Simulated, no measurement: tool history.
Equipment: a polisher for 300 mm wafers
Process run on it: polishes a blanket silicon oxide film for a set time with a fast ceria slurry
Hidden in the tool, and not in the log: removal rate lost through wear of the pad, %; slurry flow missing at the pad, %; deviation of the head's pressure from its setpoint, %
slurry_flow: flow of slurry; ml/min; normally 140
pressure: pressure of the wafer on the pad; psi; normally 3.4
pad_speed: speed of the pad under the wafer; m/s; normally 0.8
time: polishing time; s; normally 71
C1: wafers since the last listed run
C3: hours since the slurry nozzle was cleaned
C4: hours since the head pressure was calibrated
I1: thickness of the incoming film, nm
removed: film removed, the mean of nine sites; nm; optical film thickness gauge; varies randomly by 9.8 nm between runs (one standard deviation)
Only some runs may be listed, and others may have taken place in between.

Run 1, hour 0: usual settings but pad_speed 0.7 m/s; C1 0; wafers polished on this pad 2961; C3 505.3; C4 143.4; I1 3139.4. Result: removed 831.2 nm.
At hour 22: worn pad replaced by a new one.
Run 2, hour 50.8: usual settings but pad_speed 0.7 m/s; C1 287; wafers polished on this pad 177; C3 556.1; C4 194.2; I1 3135.2. Result: removed 860.5 nm.
Run 3, hour 81.3: usual settings but pad_speed 0.7 m/s; C1 187; wafers polished on this pad 364; C3 586.6; C4 224.7; I1 3058.7. Result: removed 881.6 nm.
Run 4, hour 131: usual settings; C1 305; wafers polished on this pad 670; C3 636.3; C4 274.4; I1 3064.8. Result: removed 995.9 nm.
At hour 151.1: slurry nozzle cleaned.
Run 5, hour 175.7: usual settings but pad_speed 0.96 m/s; C1 268; wafers polished on this pad 939; C3 24.6; C4 319.1; I1 3105.1. Result: removed 1139.8 nm.
Run 6, hour 238.6: usual settings; C1 386; wafers polished on this pad 1326; C3 87.5; C4 382; I1 3059.4. Result: removed 965.8 nm.
Run 7, hour 297.1: usual settings; C1 359; wafers polished on this pad 1686; C3 146; C4 440.5; I1 3091.5. Result: removed 973.4 nm.
Run 8, hour 350.5: usual settings; C1 328; wafers polished on this pad 2014; C3 199.4; C4 493.9; I1 3131.8. Result: removed 957.6 nm.
Run 9, hour 390.7: usual settings but time 83 s; C1 247; wafers polished on this pad 2261; C3 239.6; C4 534.1; I1 3049.8. Result: removed 1109.7 nm.
At hour 480.8: worn pad replaced by a new one.
Run 10, hour 485.1: usual settings; C1 556; wafers polished on this pad 26; C3 334; C4 628.5; I1 3085.4. Result: removed 1006.4 nm.
Run 11, hour 527.7: usual settings; C1 262; wafers polished on this pad 288; C3 376.6; C4 671.1; I1 3077.3. Result: removed 971.2 nm.
Run 12, hour 567.2: usual settings; C1 242; wafers polished on this pad 531; C3 416.1; C4 710.6; I1 3116.1. Result: removed 977 nm.
Run 13, hour 595.3: usual settings; C1 172; wafers polished on this pad 704; C3 444.2; C4 738.7; I1 3076.1. Result: removed 980.9 nm.
Run 14, hour 662.4: usual settings; C1 412; wafers polished on this pad 1117; C3 511.3; C4 805.8; I1 3019.6. Result: removed 951.3 nm.
At hour 721.2: slurry nozzle cleaned.
Run 15, hour 734.3: usual settings but pressure 3.8 psi; C1 436; wafers polished on this pad 1553; C3 13.1; C4 877.7; I1 3106.3. Result: removed 1072.1 nm.
Run 16, hour 771.6: usual settings; C1 229; wafers polished on this pad 1782; C3 50.4; C4 915; I1 3131. Result: removed 966.7 nm.
Run 17, hour 836.2: usual settings but slurry_flow 185 ml/min, pressure 4.2 psi, pad_speed 0.58 m/s, time 95 s; C1 397; wafers polished on this pad 2179; C3 115; C4 979.6; I1 3048.8. Result: removed 1247.2 nm.
At hour 848.8: head pressure recalibrated.
At hour 939.6: worn pad replaced by a new one.
Run 18, hour 1045.8: usual settings but slurry_flow 165 ml/min; C1 1252; wafers polished on this pad 653; C3 324.6; C4 197; I1 3089.2. Result: removed 1008.1 nm.
Run 19, hour 1104.7: usual settings but pressure 2.5 psi, pad_speed 0.72 m/s; C1 362; wafers polished on this pad 1015; C3 383.5; C4 255.9; I1 3115.4. Result: removed 652 nm.
Run 20, hour 1156.5: usual settings but slurry_flow 190 ml/min, pressure 4.3 psi; C1 318; wafers polished on this pad 1334; C3 435.3; C4 307.7; I1 3049.5. Result: removed 1231.7 nm.
Run 21, hour 1227.6: usual settings but time 94 s; C1 437; wafers polished on this pad 1771; C3 506.4; C4 378.8; I1 3111.3. Result: removed 1240.3 nm.
At hour 1266: slurry nozzle cleaned.
Run 22, hour 1296.4: usual settings; C1 417; wafers polished on this pad 2188; C3 30.4; C4 447.6; I1 3043.6. Result: removed 938.2 nm.
Run 23, hour 1340.4: usual settings; C1 270; wafers polished on this pad 2459; C3 74.4; C4 491.6; I1 3042.8. Result: removed 945 nm.
Run 24, hour 1397.8: usual settings but slurry_flow 180 ml/min, pressure 2.4 psi, pad_speed 0.94 m/s, time 50 s; C1 353; wafers polished on this pad 2812; C3 131.8; C4 549; I1 3065.8. Result: removed 555.1 nm.
At hour 1428: worn pad replaced by a new one.
Run 25, hour 1442.3: usual settings; C1 249; wafers polished on this pad 88; C3 176.3; C4 593.5; I1 3113.1. Result: removed 1004.2 nm.
Run 26, hour 1506.4: usual settings but slurry_flow 180 ml/min; C1 394; wafers polished on this pad 482; C3 240.4; C4 657.6; I1 3095.8. Result: removed 1009.7 nm.
Run 27, hour 1573.8: usual settings but slurry_flow 155 ml/min, pressure 2.5 psi; C1 414; wafers polished on this pad 896; C3 307.8; C4 725; I1 3109.7. Result: removed 730.4 nm.
Run 28, hour 1598.8: usual settings; C1 153; wafers polished on this pad 1050; C3 332.8; C4 750; I1 3099.2. Result: removed 992.5 nm.
Run 29, hour 1646.5: usual settings but pressure 4.3 psi, pad_speed 1.04 m/s, time 63 s; C1 293; wafers polished on this pad 1344; C3 380.5; C4 797.7; I1 3042. Result: removed 1360.7 nm.
Run 30, hour 1675.5: usual settings but pressure 4.1 psi, pad_speed 0.9 m/s; C1 178; wafers polished on this pad 1522; C3 409.5; C4 826.7; I1 3068.6. Result: removed 1285.6 nm.
Run 31, hour 1733.6: usual settings; C1 357; wafers polished on this pad 1879; C3 467.6; C4 884.8; I1 3104.8. Result: removed 947.8 nm.
At hour 1746.9: head pressure recalibrated.
Run 32, hour 1784.5: usual settings but pad_speed 1.06 m/s, time 63 s; C1 300; wafers polished on this pad 2180; C3 518.5; C4 37.6; I1 3057. Result: removed 1070.5 nm.
At hour 1835: worn pad replaced by a new one.
Run 33, hour 1844.1: usual settings but slurry_flow 160 ml/min, pressure 2.9 psi, pad_speed 1.06 m/s, time 82 s; C1 341; wafers polished on this pad 56; C3 578.1; C4 97.2; I1 3057. Result: removed 1277.7 nm.
Run 34, hour 1885.4: usual settings; C1 254; wafers polished on this pad 310; C3 619.4; C4 138.5; I1 3030.7. Result: removed 976.7 nm.
At hour 1903.2: slurry nozzle cleaned.
Run 35, hour 2084.4: usual settings; C1 1217; wafers polished on this pad 1528; C3 181.2; C4 337.5; I1 3107.3. Result: removed 943.6 nm.
Run 36, hour 2138.5: usual settings but slurry_flow 95 ml/min; C1 332; wafers polished on this pad 1860; C3 235.3; C4 391.6; I1 3088. Result: removed 916.8 nm.

Take each entry between the runs: how does the hidden state at the last listed run before it differ from the hidden state at the first listed run after it?
Logged between run 1 and run 2: worn pad replaced by a new one (hour 22)
  removal rate lost through wear of the pad, %: 6.84 -> 1.25
  measured result minus the result with no hidden state, removed: -61 -> -10.9 nm
Logged between run 4 and run 5: slurry nozzle cleaned (hour 151.1)
  removal rate lost through wear of the pad, %: 2.34 -> 2.95
  measured result minus the result with no hidden state, removed: -23.8 -> -34.6 nm
Logged between run 9 and run 10: worn pad replaced by a new one (hour 480.8)
  removal rate lost through wear of the pad, %: 5.87 -> 0.329
  measured result minus the result with no hidden state, removed: -69.2 -> -3.3 nm
Logged between run 14 and run 15: slurry nozzle cleaned (hour 721.2)
  removal rate lost through wear of the pad, %: 2.74 -> 3.72
  measured result minus the result with no hidden state, removed: -26.8 -> -41.4 nm
Logged between run 17 and run 18: head pressure recalibrated (hour 848.8); worn pad replaced by a new one (hour 939.6)
  removal rate lost through wear of the pad, %: 5.1 -> 2.35
  measured result minus the result with no hidden state, removed: -67.1 -> -24.3 nm
Logged between run 21 and run 22: slurry nozzle cleaned (hour 1266)
  removal rate lost through wear of the pad, %: 4.82 -> 5.76
  measured result minus the result with no hidden state, removed: -62.9 -> -57.3 nm
Logged between run 24 and run 25: worn pad replaced by a new one (hour 1428)
  removal rate lost through wear of the pad, %: 7.14 -> 1
  measured result minus the result with no hidden state, removed: -42.7 -> -10.2 nm
Logged between run 31 and run 32: head pressure recalibrated (hour 1746.9)
  removal rate lost through wear of the pad, %: 4.96 -> 5.65
  measured result minus the result with no hidden state, removed: -49.5 -> -64.2 nm
Logged between run 32 and run 33: worn pad replaced by a new one (hour 1835)
  removal rate lost through wear of the pad, %: 5.65 -> 1.03
  measured result minus the result with no hidden state, removed: -64.2 -> -13.2 nm
Logged between run 34 and run 35: slurry nozzle cleaned (hour 1903.2)
  removal rate lost through wear of the pad, %: 1.59 -> 4.3
  measured result minus the result with no hidden state, removed: -15.8 -> -42.4 nm
